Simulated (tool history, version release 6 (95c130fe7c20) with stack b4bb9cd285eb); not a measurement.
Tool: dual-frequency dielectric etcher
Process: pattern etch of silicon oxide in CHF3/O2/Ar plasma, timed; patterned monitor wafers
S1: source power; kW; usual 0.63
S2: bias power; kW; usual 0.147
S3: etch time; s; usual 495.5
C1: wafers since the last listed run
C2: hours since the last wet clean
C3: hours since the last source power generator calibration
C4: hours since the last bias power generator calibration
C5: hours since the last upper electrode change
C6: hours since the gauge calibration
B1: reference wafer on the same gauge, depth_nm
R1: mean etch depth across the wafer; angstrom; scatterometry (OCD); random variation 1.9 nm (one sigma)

run	hour	S1	S2	S3	C1	C2	C3	C4	C5	C6	B1	R1
1	0	0.63	0.147	565.5	0	547.7	3732.7	4473.8	2766.2	641.2	954.9	10089
2	72	0.63	0.147	565.5	326	619.7	3804.7	4545.8	2838.2	713.2	954.3	10136
# hour 150.9: wet clean of the chamber
3	151.4	0.63	0.147	495.5	251	0.5	3884.1	4625.2	2917.6	792.6	952.7	8873
4	394.3	0.63	0.147	495.5	1102	243.4	4127	4868.1	3160.5	1035.5	950.8	8789
5	439.2	0.63	0.147	495.5	203	288.3	4171.9	4913	3205.4	1080.4	950.1	8812
6	494.4	0.63	0.147	495.5	250	343.5	4227.1	4968.2	3260.6	1135.6	949.1	8809
# hour 532.3: gauge calibrated
7	561	0.75	0.147	495.5	302	410.1	4293.7	5034.8	3327.2	28.7	960.3	9212
8	640.8	0.5	0.147	495.5	362	489.9	4373.5	5114.6	3407	108.5	960.8	8542
# hour 692.2: wet clean of the chamber
9	721.1	0.54	0.115	394	255	28.9	4453.8	5194.9	3487.3	188.8	960.3	6341
# hour 789: bias power generator calibrated
# hour 806.5: source power generator calibrated
10	807.5	0.63	0.147	371.5	355	115.3	1	18.5	3573.7	275.2	960.4	6683
# hour 884.6: upper electrode replaced
11	905.7	0.75	0.147	417.5	336	213.5	99.2	116.7	21.1	373.4	959.8	7761
12	1128.8	0.63	0.182	495.5	1012	436.6	322.3	339.8	244.2	596.5	957.7	9575
13	1165.1	0.63	0.147	495.5	164	472.9	358.6	376.1	280.5	632.8	958.2	8930
# hour 1324.8: wet clean of the chamber
14	1366	0.71	0.181	495.5	802	41.2	559.5	577	481.4	833.7	955.3	9769
15	1407.3	0.63	0.147	495.5	187	82.5	600.8	618.3	522.7	875	955.4	8893

Forecast each of these 3 alternatives for the next run:
A	1407.9	0.63	0.127	495.5	2	83.1	601.4	618.9	523.3	875.6	?	?
B	1407.9	0.63	0.147	548	2	83.1	601.4	618.9	523.3	875.6	?	?
C	1407.9	0.63	0.147	445.5	2	83.1	601.4	618.9	523.3	875.6	?	?

run	B1	R1
A	955.3	8446
B	955.3	9823
C	955.3	7986
Without the tool's hidden state the same runs would have given:
run	R1
A	8470
B	9852
C	8009
